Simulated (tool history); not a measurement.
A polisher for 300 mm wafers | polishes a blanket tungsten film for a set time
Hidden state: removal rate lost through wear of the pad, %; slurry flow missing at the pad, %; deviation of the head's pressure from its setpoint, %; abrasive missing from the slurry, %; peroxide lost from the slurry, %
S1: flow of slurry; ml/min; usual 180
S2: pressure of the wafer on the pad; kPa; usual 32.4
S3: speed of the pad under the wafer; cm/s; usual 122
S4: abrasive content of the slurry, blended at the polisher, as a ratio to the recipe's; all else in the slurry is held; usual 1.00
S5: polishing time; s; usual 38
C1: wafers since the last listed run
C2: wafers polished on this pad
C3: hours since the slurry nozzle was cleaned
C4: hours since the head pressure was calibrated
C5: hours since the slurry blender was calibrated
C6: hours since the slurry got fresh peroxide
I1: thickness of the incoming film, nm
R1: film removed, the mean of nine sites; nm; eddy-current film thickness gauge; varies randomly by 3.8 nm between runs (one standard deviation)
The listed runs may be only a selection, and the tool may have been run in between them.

run 1 hour=0.0 | S1=180 S2=32.4 S3=122 S4=1.00 S5=38 | C1=0 C2=1349 C3=568.7 C4=428.7 C5=201.0 C6=262.7 | I1=1081.9 | R1=211.8
-- hour=58.8 slurry nozzle cleaned
run 2 hour=68.6 | S1=180 S2=32.4 S3=122 S4=0.80 S5=38 | C1=1056 C2=2406 C3=9.8 C4=497.3 C5=269.6 C6=331.3 | I1=1059.2 | R1=206.8
run 3 hour=137.6 | S1=180 S2=32.4 S3=122 S4=0.80 S5=38 | C1=1078 C2=3485 C3=78.8 C4=566.3 C5=338.6 C6=400.3 | I1=1069.6 | R1=195.6
-- hour=158.2 slurry tank refilled with fresh slurry and peroxide
-- hour=190.9 head pressure recalibrated
run 4 hour=229.8 | S1=180 S2=32.4 S3=122 S4=0.80 S5=38 | C1=1394 C2=4879 C3=171.0 C4=38.9 C5=430.8 C6=71.6 | I1=1071.1 | R1=216.4
run 5 hour=288.0 | S1=180 S2=39.3 S3=122 S4=1.00 S5=43 | C1=909 C2=5789 C3=229.2 C4=97.1 C5=489.0 C6=129.8 | I1=1071.9 | R1=302.8
-- hour=294.5 slurry blender recalibrated
run 6 hour=348.8 | S1=180 S2=32.4 S3=122 S4=1.00 S5=38 | C1=919 C2=6708 C3=290.0 C4=157.9 C5=54.3 C6=190.6 | I1=1089.0 | R1=220.0
-- hour=355.0 worn pad replaced by a new one
run 7 hour=400.8 | S1=180 S2=32.4 S3=122 S4=1.00 S5=38 | C1=750 C2=715 C3=342.0 C4=209.9 C5=106.3 C6=242.6 | I1=1069.4 | R1=208.1
run 8 hour=456.3 | S1=140 S2=32.4 S3=122 S4=1.00 S5=38 | C1=867 C2=1583 C3=397.5 C4=265.4 C5=161.8 C6=298.1 | I1=1071.5 | R1=197.5
-- hour=525.4 slurry tank refilled with fresh slurry and peroxide
run 9 hour=560.0 | S1=180 S2=32.4 S3=122 S4=1.00 S5=38 | C1=1605 C2=3188 C3=501.2 C4=369.1 C5=265.5 C6=34.6 | I1=1091.9 | R1=232.0
run 10 hour=624.2 | S1=180 S2=32.4 S3=122 S4=1.00 S5=38 | C1=1003 C2=4192 C3=565.4 C4=433.3 C5=329.7 C6=98.8 | I1=1066.8 | R1=220.1
run 11 hour=681.8 | S1=180 S2=32.4 S3=122 S4=1.00 S5=38 | C1=900 C2=5092 C3=623.0 C4=490.9 C5=387.3 C6=156.4 | I1=1072.6 | R1=214.6
-- hour=759.7 slurry blender recalibrated
-- hour=781.0 head pressure recalibrated
run 12 hour=786.5 | S1=180 S2=32.4 S3=122 S4=1.00 S5=38 | C1=1574 C2=6666 C3=727.7 C4=5.5 C5=26.8 C6=261.1 | I1=1070.3 | R1=211.4
-- hour=800.2 worn pad replaced by a new one
-- hour=802.6 slurry nozzle cleaned
run 13 hour=840.1 | S1=180 S2=32.4 S3=122 S4=1.10 S5=38 | C1=759 C2=607 C3=37.5 C4=59.1 C5=80.4 C6=314.7 | I1=1076.1 | R1=217.3
-- hour=938.7 slurry tank refilled with fresh slurry and peroxide
run 14 hour=945.0 | S1=180 S2=32.4 S3=122 S4=1.00 S5=38 | C1=1624 C2=2231 C3=142.4 C4=164.0 C5=185.3 C6=6.3 | I1=1061.7 | R1=237.7
run 15 hour=1000.7 | S1=180 S2=32.4 S3=154 S4=1.20 S5=38 | C1=870 C2=3102 C3=198.1 C4=219.7 C5=241.0 C6=62.0 | I1=1077.7 | R1=285.7
-- hour=1162.3 slurry blender recalibrated
-- hour=1178.8 worn pad replaced by a new one
run 16 hour=1244.3 | S1=180 S2=32.4 S3=164 S4=1.00 S5=38 | C1=3714 C2=1024 C3=441.7 C4=463.3 C5=82.0 C6=305.6 | I1=1067.5 | R1=254.6
run 17 hour=1298.9 | S1=180 S2=32.4 S3=122 S4=1.00 S5=38 | C1=853 C2=1878 C3=496.3 C4=517.9 C5=136.6 C6=360.2 | I1=1070.3 | R1=205.5
-- hour=1373.2 head pressure recalibrated
-- hour=1396.6 slurry tank refilled with fresh slurry and peroxide
run 18 hour=1402.0 | S1=180 S2=39.3 S3=122 S4=0.75 S5=38 | C1=1564 C2=3442 C3=599.4 C4=28.8 C5=239.7 C6=5.4 | I1=1075.0 | R1=256.7
run 19 hour=1473.8 | S1=180 S2=32.4 S3=122 S4=0.80 S5=38 | C1=1122 C2=4565 C3=671.2 C4=100.6 C5=311.5 C6=77.2 | I1=1064.7 | R1=212.2
run 20 hour=1534.7 | S1=180 S2=32.4 S3=122 S4=1.00 S5=38 | C1=951 C2=5517 C3=732.1 C4=161.5 C5=372.4 C6=138.1 | I1=1054.6 | R1=213.1
-- hour=1540.6 slurry nozzle cleaned
-- hour=1559.1 slurry blender recalibrated
run 21 hour=1577.7 | S1=180 S2=32.4 S3=122 S4=0.80 S5=38 | C1=625 C2=6142 C3=37.1 C4=204.5 C5=18.6 C6=181.1 | I1=1076.4 | R1=209.9
-- hour=1607.0 worn pad replaced by a new one
run 22 hour=1631.7 | S1=215 S2=32.4 S3=112 S4=1.00 S5=38 | C1=781 C2=385 C3=91.1 C4=258.5 C5=72.6 C6=235.1 | I1=1054.5 | R1=207.6
run 23 hour=1701.1 | S1=155 S2=32.4 S3=122 S4=1.00 S5=38 | C1=1084 C2=1470 C3=160.5 C4=327.9 C5=142.0 C6=304.5 | I1=1077.1 | R1=214.4
run 24 hour=1782.2 | S1=155 S2=32.4 S3=164 S4=1.00 S5=38 | C1=1267 C2=2738 C3=241.6 C4=409.0 C5=223.1 C6=385.6 | I1=1068.0 | R1=250.6
-- hour=1821.6 slurry tank refilled with fresh slurry and peroxide
-- hour=1907.7 head pressure recalibrated
-- hour=1958.6 slurry blender recalibrated
-- hour=2000.9 worn pad replaced by a new one
run 25 hour=2019.6 | S1=145 S2=23.4 S3=122 S4=1.00 S5=38 | C1=3570 C2=293 C3=479.0 C4=111.9 C5=61.0 C6=198.0 | I1=1088.5 | R1=148.0

What if the next run were any one of these 3? Each begins from the tool's condition after run 25:
run A hour=2020.0 | S1=180 S2=32.4 S3=122 S4=0.85 S5=38 | C1=6 C2=299 C3=479.4 C4=112.3 C5=61.4 C6=198.4 | I1=1067.5 | R1=?
run B hour=2020.0 | S1=180 S2=32.4 S3=92 S4=1.00 S5=38 | C1=6 C2=299 C3=479.4 C4=112.3 C5=61.4 C6=198.4 | I1=1067.5 | R1=?
run C hour=2020.0 | S1=180 S2=32.4 S3=122 S4=1.30 S5=43 | C1=6 C2=299 C3=479.4 C4=112.3 C5=61.4 C6=198.4 | I1=1067.5 | R1=?

run=A R1=196.1
run=B R1=175.9
run=C R1=252.8
With no hidden state in the tool, these same runs would have given:
run=A R1=236.9
run=B R1=212.5
run=C R1=305.4
